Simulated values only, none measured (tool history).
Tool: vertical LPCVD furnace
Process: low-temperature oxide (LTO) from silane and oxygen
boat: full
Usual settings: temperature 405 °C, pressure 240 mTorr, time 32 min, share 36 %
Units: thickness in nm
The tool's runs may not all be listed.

run   hour  temperature  pressure  time  share  read-back reference wafer on the same gauge, thickness  thickness
  1      0          405       240    32     36                                                  273.99     327.74
  2    4.6          405       240    32     36                                                  273.99     327.12
  3    9.3          405       240    32     36                                                  273.99      327.9
  4   14.1          412       240    32     38                                                  273.93     376.43
  5   24.6          405       240    32     36                                                  273.91     327.89
  6   31.2          405       240    32     36                                                  274.07     327.94
  7   81.2          405       240    24     36                                                  274.02     246.06
  8   96.3          405       240    32     31                                                  274.05     269.01
     136.5  -- silane flow controller replaced
  9    137          405       240    32     36                                                  273.98      329.6
 10  141.7          405       240    32     36                                                  274.01     329.23
 11  146.3          405       295    32     40                                                  273.97     461.34
 12  157.5          405       240  26.5     36                                                  273.99     273.23
 13    167          405       240    32     36                                                  274.02     329.54
     206.4  -- thermocouples replaced and temperature profile calibrated
 14  206.9          394       240    32     42                                                  274.05     337.84
 15  211.5          405       185    32     34                                                  273.92     226.33
 16  217.6          415       285    43     33                                                  273.96     502.72
 17  232.5          409       240    40     36                                                  273.92     413.84
 18  250.2          405       240    32     36                                                  274.02     317.42
 19  261.9          408       220    32     36                                                  273.97     300.49
 20  275.7          405       220    43     36                                                  274.06      391.5
     288.3  -- gauge calibrated
 21    292          415       285    43     33                                                  274.05     505.25
 22  306.8          395       285    23     33                                                     274     215.19
 23  319.2          401       260    36     42                                                  273.95     447.79
 24  336.4          416       215    32     36                                                  274.01     322.74
 25  344.5          414       295    32     36                                                  273.91     433.93
 26  362.2          417       240    32     33                                                  274.02     325.45
 27  371.9          405       240    32     36                                                  273.87     320.28
 28  385.8          407       240    32     36                                                  274.06     328.68
 29  397.4          405       240    32     36                                                  273.92     320.87
 30  404.3          409       300    32     34                                                  274.03      388.8
 31  419.7          405       240    32     39                                                  273.99     353.64

Hidden state or all else? Some run-to-run changes of thickness, split into what the settings, what came in and random variation would give without the hidden state, and what is left for the hidden state (with any gauge scatter that isn't in both results):
The hidden state here: true tube temperature minus thermocouple reading, K; true pressure minus gauge reading, mTorr; deviation of the silane flow from its setpoint, %; gauge reads high (%).
Run 10 -> 11: pressure 240 -> 295, share 36 -> 40. thickness +132.11 nm: hidden state +5.15, all else +126.96.
Run 11 -> 12: pressure 295 -> 240, time 32 -> 26.5, share 40 -> 36. thickness -188.11 nm: hidden state -7.33, all else -180.78.
Run 13 -> 14: temperature 405 -> 394, share 36 -> 42, thermocouples replaced and temperature profile calibrated. thickness +8.3 nm: hidden state -13.74, all else +22.04.
Run 15 -> 16: temperature 405 -> 415, pressure 185 -> 285, time 32 -> 43, share 34 -> 33. thickness +276.39 nm: hidden state +0.52, all else +275.87.
Run 21 -> 22: temperature 415 -> 395, time 43 -> 23. thickness -290.06 nm: hidden state -1.89, all else -288.17.
Run 22 -> 23: temperature 395 -> 401, pressure 285 -> 260, time 23 -> 36, share 33 -> 42. thickness +232.6 nm: hidden state +2.46, all else +230.14.

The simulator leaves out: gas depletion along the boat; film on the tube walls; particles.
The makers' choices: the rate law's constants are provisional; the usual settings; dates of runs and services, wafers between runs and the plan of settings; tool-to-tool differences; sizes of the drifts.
